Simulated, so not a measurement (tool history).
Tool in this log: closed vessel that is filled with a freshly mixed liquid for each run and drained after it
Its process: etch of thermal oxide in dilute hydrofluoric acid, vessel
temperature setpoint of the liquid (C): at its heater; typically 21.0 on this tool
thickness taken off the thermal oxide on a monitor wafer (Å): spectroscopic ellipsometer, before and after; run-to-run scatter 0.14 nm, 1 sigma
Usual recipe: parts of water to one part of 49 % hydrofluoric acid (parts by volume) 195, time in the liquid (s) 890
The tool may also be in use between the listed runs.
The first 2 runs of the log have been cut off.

| run | hour | temperature setpoint of the liquid (C) | parts of water to one part of 49 % hydrofluoric acid (parts by volume) | time in the liquid (s) | read-back film thickness of the thermal oxide reference wafer, read on the same gauge (nm) | thickness taken off the thermal oxide on a monitor wafer (Å) |
|---|---|---|---|---|---|---|
| 3 | 45.9 | 21.0 | 195 | 890 | 70.01 | 181.0 |
| 4 | 60.0 | 21.0 | 195 | 1220 | 70.01 | 250.0 |
| 5 | 90.6 | 21.0 | 195 | 1220 | 69.99 | 249.7 |
| 6 | 138.8 | 21.0 | 195 | 1220 | 70.00 | 248.8 |
| 7 | 154.7 | 21.0 | 195 | 890 | 70.04 | 182.4 |
| 8 | 235.8 | 21.0 | 195 | 890 | 70.01 | 178.8 |
| 9 | 256.9 | 21.0 | 195 | 890 | 70.00 | 179.7 |
| 10 | 283.5 | 21.0 | 195 | 890 | 69.99 | 179.4 |
| 11 | 312.8 | 21.0 | 195 | 890 | 70.02 | 179.9 |
| 12 | 330.1 | 21.0 | 195 | 890 | 69.99 | 177.8 |
| 13 | 345.5 | 21.0 | 195 | 890 | 69.99 | 179.7 |
| 14 | 364.7 | 21.0 | 230 | 890 | 69.99 | 145.2 |
|  | 382.3 | thermometer replaced |
| 15 | 383.2 | 21.0 | 140 | 1235 | 70.00 | 369.1 |
|  | 401.0 | hydrofluoric acid flow meter replaced |
| 16 | 406.0 | 18.5 | 235 | 485 | 70.04 | 74.2 |
| 17 | 421.6 | 24.0 | 100 | 1380 | 70.00 | 706.5 |
|  | 479.2 | gauge calibrated |
| 18 | 523.6 | 25.5 | 245 | 1025 | 69.99 | 195.6 |
| 19 | 556.5 | 21.0 | 195 | 890 | 70.01 | 189.1 |

Expected results for the next run?
| 20 | 587.4 | 21.0 | 195 | 890 | ? | ? |

read-back film thickness of the thermal oxide reference wafer, read on the same gauge (nm): 69.98
thickness taken off the thermal oxide on a monitor wafer (Å): 187.3
With no hidden state in the tool, this same run would have given thickness taken off the thermal oxide on a monitor wafer (Å) 188.9.
